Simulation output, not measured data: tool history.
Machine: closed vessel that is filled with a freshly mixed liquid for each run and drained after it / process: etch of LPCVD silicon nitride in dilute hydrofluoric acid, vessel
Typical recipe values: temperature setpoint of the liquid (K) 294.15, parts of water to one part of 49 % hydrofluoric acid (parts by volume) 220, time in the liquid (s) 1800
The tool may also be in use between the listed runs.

| run | hour | temperature setpoint of the liquid (K) | parts of water to one part of 49 % hydrofluoric acid (parts by volume) | time in the liquid (s) | wafers since the last listed run | hours since the thermometer was replaced | hours since the hydrofluoric acid flow meter was replaced | hours since the gauge calibration | read-back film thickness of the LPCVD silicon nitride reference wafer, read on the same gauge (nm) | thickness taken off the LPCVD silicon nitride on a monitor wafer (nm) |
|---|---|---|---|---|---|---|---|---|---|---|
| 1 | 0 | 294.15 | 220 | 1800 | 0 | 1253.7 | 1573.3 | 570.5 | 60.009 | 3.779 |
| 2 | 84.3 | 294.15 | 220 | 1800 | 2939 | 1338 | 1657.6 | 654.8 | 59.987 | 3.793 |
| 3 | 131.5 | 294.15 | 220 | 1800 | 1645 | 1385.2 | 1704.8 | 702 | 59.996 | 3.819 |
| 4 | 194.1 | 294.15 | 220 | 1515 | 2182 | 1447.8 | 1767.4 | 764.6 | 59.952 | 3.218 |
| 5 | 249.3 | 294.15 | 220 | 1800 | 1924 | 1503 | 1822.6 | 819.8 | 59.999 | 3.738 |
| 6 | 314.4 | 294.15 | 220 | 1800 | 2269 | 1568.1 | 1887.7 | 884.9 | 60.001 | 3.865 |
| 7 | 355.6 | 294.15 | 220 | 1800 | 1436 | 1609.3 | 1928.9 | 926.1 | 60.023 | 3.86 |
|  | 439.8 | hydrofluoric acid flow meter replaced |
| 8 | 440.9 | 294.15 | 220 | 1800 | 2939 | 1694.6 | 1.1 | 1011.4 | 59.993 | 3.385 |
|  | 455.9 | gauge calibrated |
| 9 | 491.7 | 290.15 | 220 | 900 | 1771 | 1745.4 | 51.9 | 35.8 | 60.029 | 1.334 |
| 10 | 573 | 290.15 | 115 | 2650 | 2834 | 1826.7 | 133.2 | 117.1 | 59.976 | 7.258 |
| 11 | 645.3 | 294.15 | 220 | 1800 | 2520 | 1899 | 205.5 | 189.4 | 60.018 | 3.459 |
| 12 | 750 | 294.15 | 250 | 1800 | 3650 | 2003.7 | 310.2 | 294.1 | 59.975 | 3.069 |
| 13 | 799.1 | 296.65 | 220 | 1120 | 1711 | 2052.8 | 359.3 | 343.2 | 59.982 | 2.546 |

Estimate the outcome of run 14 from the log above:
| 14 | 886.7 | 294.15 | 220 | 945 | 3054 | 2140.4 | 446.9 | 430.8 | ? | ? |

{"run 14": {"read-back film thickness of the LPCVD silicon nitride reference wafer, read on the same gauge (nm)": 59.993, "thickness taken off the LPCVD silicon nitride on a monitor wafer (nm)": 1.815}}
Had the tool carried no hidden state, the very same run would have given thickness taken off the LPCVD silicon nitride on a monitor wafer (nm) 1.754.
